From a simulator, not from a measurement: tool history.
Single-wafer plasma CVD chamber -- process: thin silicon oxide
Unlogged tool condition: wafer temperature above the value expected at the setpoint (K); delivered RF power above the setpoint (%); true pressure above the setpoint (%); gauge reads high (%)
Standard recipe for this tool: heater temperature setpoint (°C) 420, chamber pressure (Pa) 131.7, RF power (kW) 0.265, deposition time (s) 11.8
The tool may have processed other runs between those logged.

| run | day | heater temperature setpoint (°C) | chamber pressure (Pa) | RF power (kW) | deposition time (s) | wafers since the last listed run | hours since the last thermocouple change | hours since the last RF generator calibration | hours since the last manometer calibration | hours since the showerhead was replaced | hours since the gauge calibration | read-back reference wafer on the same gauge, thickness_nm | mean film thickness on the monitor wafer (Å) |
|---|---|---|---|---|---|---|---|---|---|---|---|---|---|
| 1 | 0 | 420 | 131.7 | 0.265 | 11.8 | 0 | 2244.9 | 1475.9 | 1156.3 | 6259.5 | 469.5 | 27.993 | 250 |
| 2 | 2.5 | 420 | 131.7 | 0.265 | 11.8 | 1235 | 2304.9 | 1535.9 | 1216.3 | 6319.5 | 529.5 | 28.009 | 248.55 |
| 3 | 3.6 | 420 | 131.7 | 0.245 | 11.8 | 543 | 2331.3 | 1562.3 | 1242.7 | 6345.9 | 555.9 | 27.987 | 238.17 |
| 4 | 6.475 | 420 | 131.7 | 0.245 | 11.8 | 1420 | 2400.3 | 1631.3 | 1311.7 | 6414.9 | 624.9 | 27.981 | 239.98 |
| 5 | 8.238 | 420 | 131.7 | 0.245 | 11.8 | 871 | 2442.6 | 1673.6 | 1354 | 6457.2 | 667.2 | 28.004 | 239.2 |
| 6 | 10.654 | 420 | 131.7 | 0.265 | 11.8 | 1194 | 2500.6 | 1731.6 | 1412 | 6515.2 | 725.2 | 27.993 | 250.35 |
| 7 | 13.221 | 420 | 131.7 | 0.265 | 11.8 | 1268 | 2562.2 | 1793.2 | 1473.6 | 6576.8 | 786.8 | 28.033 | 249.78 |
|  | 13.867 | thermocouple changed; heater temperature recalibrated |
|  | 15.725 | showerhead replaced |
| 8 | 16.012 | 410 | 131.7 | 0.265 | 11.8 | 1050 | 51.5 | 1860.2 | 1540.6 | 6.9 | 853.8 | 27.993 | 253.02 |
|  | 17.854 | capacitance manometer re-zeroed and calibrated |
|  | 18.346 | RF generator calibrated |
| 9 | 18.842 | 420 | 131.7 | 0.265 | 11.8 | 1068 | 119.4 | 11.9 | 23.7 | 74.8 | 921.7 | 27.986 | 249.4 |
|  | 19.175 | gauge calibrated |
| 10 | 19.921 | 427 | 131.7 | 0.3 | 11.8 | 533 | 145.3 | 37.8 | 49.6 | 100.7 | 17.9 | 27.999 | 265.48 |
| 11 | 22.15 | 420 | 102.5 | 0.31 | 11.2 | 1101 | 198.8 | 91.3 | 103.1 | 154.2 | 71.4 | 27.987 | 208.8 |
| 12 | 24.317 | 420 | 131.7 | 0.265 | 11.8 | 1070 | 250.8 | 143.3 | 155.1 | 206.2 | 123.4 | 27.999 | 250.36 |
| 13 | 27.046 | 420 | 131.7 | 0.265 | 11.8 | 1348 | 316.3 | 208.8 | 220.6 | 271.7 | 188.9 | 28.03 | 250.44 |
| 14 | 28.646 | 432 | 131.7 | 0.265 | 11.8 | 790 | 354.7 | 247.2 | 259 | 310.1 | 227.3 | 28.015 | 250.36 |
| 15 | 30.396 | 426 | 131.7 | 0.235 | 11.8 | 864 | 396.7 | 289.2 | 301 | 352.1 | 269.3 | 28.002 | 232.27 |

Hidden condition of the tool, last listed run before each entry between runs versus first listed run after:
Logged between run 7 and run 8: thermocouple changed; heater temperature recalibrated (day 13.867); showerhead replaced (day 15.725)
  nothing in the hidden state changes from one run to the other
Logged between run 8 and run 9: capacitance manometer re-zeroed and calibrated (day 17.854); RF generator calibrated (day 18.346)
  nothing in the hidden state changes from one run to the other
Logged between run 9 and run 10: gauge calibrated (day 19.175)
  nothing in the hidden state changes from one run to the other
